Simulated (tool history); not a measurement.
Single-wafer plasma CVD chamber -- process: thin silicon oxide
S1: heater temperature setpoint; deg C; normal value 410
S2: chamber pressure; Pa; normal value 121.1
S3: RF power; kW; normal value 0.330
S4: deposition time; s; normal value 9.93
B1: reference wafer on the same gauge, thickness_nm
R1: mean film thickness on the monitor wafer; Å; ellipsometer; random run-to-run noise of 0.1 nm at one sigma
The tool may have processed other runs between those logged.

run 1 hour=0.0 | S1=420 S2=121.1 S3=0.330 S4=9.93 | B1=26.283 | R1=220.47
run 2 hour=64.3 | S1=420 S2=121.1 S3=0.330 S4=9.93 | B1=26.283 | R1=221.09
run 3 hour=122.7 | S1=404 S2=121.1 S3=0.330 S4=11.42 | B1=26.303 | R1=256.86
run 4 hour=157.6 | S1=404 S2=121.1 S3=0.330 S4=11.42 | B1=26.312 | R1=255.90
run 5 hour=276.1 | S1=410 S2=121.1 S3=0.330 S4=9.93 | B1=26.308 | R1=221.13
run 6 hour=310.4 | S1=401 S2=112.0 S3=0.330 S4=9.93 | B1=26.331 | R1=207.21
-- hour=318.4 RF generator calibrated
run 7 hour=337.8 | S1=405 S2=121.1 S3=0.330 S4=9.93 | B1=26.332 | R1=228.53
run 8 hour=371.7 | S1=417 S2=121.1 S3=0.330 S4=9.93 | B1=26.300 | R1=226.43
run 9 hour=422.6 | S1=401 S2=135.1 S3=0.355 S4=11.52 | B1=26.370 | R1=293.55
run 10 hour=462.5 | S1=423 S2=121.1 S3=0.295 S4=11.02 | B1=26.322 | R1=242.13
run 11 hour=513.8 | S1=421 S2=129.5 S3=0.265 S4=8.75 | B1=26.316 | R1=194.41
run 12 hour=577.1 | S1=410 S2=121.1 S3=0.330 S4=9.93 | B1=26.336 | R1=223.70
-- hour=591.2 gauge calibrated
run 13 hour=626.1 | S1=396 S2=129.7 S3=0.330 S4=9.93 | B1=26.275 | R1=242.55
run 14 hour=673.2 | S1=402 S2=121.1 S3=0.330 S4=11.87 | B1=26.305 | R1=270.59
-- hour=699.4 thermocouple changed; heater temperature recalibrated
run 15 hour=702.5 | S1=410 S2=109.1 S3=0.330 S4=9.29 | B1=26.271 | R1=191.98
run 16 hour=734.3 | S1=399 S2=121.1 S3=0.385 S4=9.93 | B1=26.279 | R1=236.05
run 17 hour=766.9 | S1=410 S2=121.1 S3=0.330 S4=9.93 | B1=26.310 | R1=226.65
run 18 hour=832.7 | S1=410 S2=101.6 S3=0.330 S4=9.93 | B1=26.288 | R1=191.10
-- hour=845.8 showerhead replaced
run 19 hour=869.7 | S1=410 S2=96.3 S3=0.330 S4=9.93 | B1=26.237 | R1=180.67
run 20 hour=918.0 | S1=404 S2=136.0 S3=0.395 S4=10.48 | B1=26.253 | R1=273.85
run 21 hour=963.6 | S1=423 S2=121.1 S3=0.380 S4=9.93 | B1=26.322 | R1=231.29
-- hour=971.6 capacitance manometer re-zeroed and calibrated
run 22 hour=1007.5 | S1=410 S2=138.0 S3=0.330 S4=9.93 | B1=26.286 | R1=245.71
run 23 hour=1049.0 | S1=402 S2=96.4 S3=0.330 S4=9.93 | B1=26.264 | R1=183.05
-- hour=1080.4 RF generator calibrated
run 24 hour=1095.9 | S1=410 S2=121.1 S3=0.330 S4=9.93 | B1=26.291 | R1=227.32
run 25 hour=1165.7 | S1=410 S2=121.1 S3=0.330 S4=8.35 | B1=26.258 | R1=189.66
run 26 hour=1210.2 | S1=410 S2=121.1 S3=0.330 S4=9.93 | B1=26.272 | R1=226.21
run 27 hour=1267.5 | S1=410 S2=121.1 S3=0.370 S4=9.42 | B1=26.322 | R1=222.55
run 28 hour=1338.8 | S1=422 S2=121.1 S3=0.330 S4=9.93 | B1=26.235 | R1=223.26
run 29 hour=1365.3 | S1=410 S2=121.1 S3=0.330 S4=9.93 | B1=26.303 | R1=223.63

Consider 3 possible next runs. They are alternatives, not a sequence: every one starts from the tool as it was left by run 29. What does each give?
run A hour=1365.7 | S1=410 S2=121.1 S3=0.280 S4=9.93 | B1=? | R1=?
run B hour=1365.7 | S1=410 S2=121.1 S3=0.360 S4=11.81 | B1=? | R1=?
run C hour=1365.7 | S1=424 S2=138.7 S3=0.330 S4=11.34 | B1=? | R1=?

run=A B1=26.330 R1=214.32
run=B B1=26.330 R1=276.56
run=C B1=26.330 R1=283.95
With the hidden condition removed and each run's random variation left untouched, the same runs would have given:
run=A R1=216.67
run=B R1=279.40
run=C R1=286.87
